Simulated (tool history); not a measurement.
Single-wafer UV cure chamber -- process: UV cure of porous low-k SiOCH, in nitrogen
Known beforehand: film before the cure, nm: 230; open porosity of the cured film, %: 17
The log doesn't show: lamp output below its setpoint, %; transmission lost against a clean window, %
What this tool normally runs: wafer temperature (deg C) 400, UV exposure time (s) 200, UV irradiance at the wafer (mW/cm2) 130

run	hour	wafer temperature (deg C)	UV exposure time (s)	UV irradiance at the wafer (mW/cm2)	wafers since the last listed run	hours since the UV bulbs were replaced	wafers since the quartz window was cleaned	loss of film thickness in the cure (%)
1	0	400	200	113	0	1173.9	2393	10.053
# hour 74.5: UV bulbs replaced
2	80.8	400	200	113	276	6.3	2669	9.653
3	154.6	400	200	113	280	80.1	2949	9.465
4	221.9	400	200	130	255	147.4	3205	10.083
# hour 247.4: quartz window cleaned
5	316.1	400	200	130	327	241.6	260	10.561
6	424	400	200	130	409	349.5	670	11.138
7	492	400	200	130	258	417.5	928	10.66
8	575.8	400	200	130	318	501.3	1246	10.839
9	672.1	400	250	145	365	597.6	1612	11.629
10	730.9	400	250	145	223	656.4	1835	11.924
11	774.1	413	110	130	163	699.6	1999	8.71
12	881	413	110	130	405	806.5	2405	8.075
# hour 987: quartz window cleaned
13	987.5	400	200	130	373	913	1	10.644
14	1049.4	400	200	130	234	974.9	236	11.112
15	1106.3	400	200	130	215	1031.8	452	10.955
16	1206.3	400	200	130	379	1131.8	832	10.937
17	1248.6	389	200	130	160	1174.1	993	10.674
18	1327.9	400	315	103	301	1253.4	1294	11.871
# hour 1372.1: UV bulbs replaced
19	1396.2	400	200	130	228	24.1	1522	10.52
20	1526	400	200	116	492	153.9	2015	9.991
21	1616.4	400	255	130	343	244.3	2358	11.375
22	1720.2	400	100	116	394	348.1	2752	7.275
# hour 1755.6: quartz window cleaned
23	1821.7	400	280	92	354	449.6	250	10.973
24	1875.6	408	150	98	204	503.5	455	8.816
25	1956.1	407	300	167	305	584	761	13.638
26	2025.8	400	200	130	264	653.7	1025	10.666
27	2070.8	400	200	130	170	698.7	1196	10.902
28	2128.2	388	200	159	217	756.1	1414	11.5
29	2205.2	400	200	130	292	833.1	1706	10.566
30	2263	400	200	130	219	890.9	1926	10.417
31	2489.2	408	200	130	858	1117.1	2784	10.398
32	2555.3	387	105	115	250	1183.2	3035	6.886
# hour 2643.4: UV bulbs replaced
# hour 2645: quartz window cleaned
33	2645.5	415	80	167	306	2.1	2	8.069

Consider 5 possible next runs. They are alternatives, not a sequence: every one starts from the tool as it was left by run 33. What does each give?
A	2646	400	200	130	1	2.6	3	?
B	2646	400	200	119	1	2.6	3	?
C	2646	400	280	130	1	2.6	3	?
D	2646	388	280	112	1	2.6	3	?
E	2646	391	295	156	1	2.6	3	?

run	loss of film thickness in the cure (%)
A	11.065
B	10.697
C	12.496
D	11.658
E	13.36
With the hidden condition removed and each run's random variation left untouched, the same runs would have given:
run	loss of film thickness in the cure (%)
A	11.191
B	10.822
C	12.625
D	11.785
E	13.491

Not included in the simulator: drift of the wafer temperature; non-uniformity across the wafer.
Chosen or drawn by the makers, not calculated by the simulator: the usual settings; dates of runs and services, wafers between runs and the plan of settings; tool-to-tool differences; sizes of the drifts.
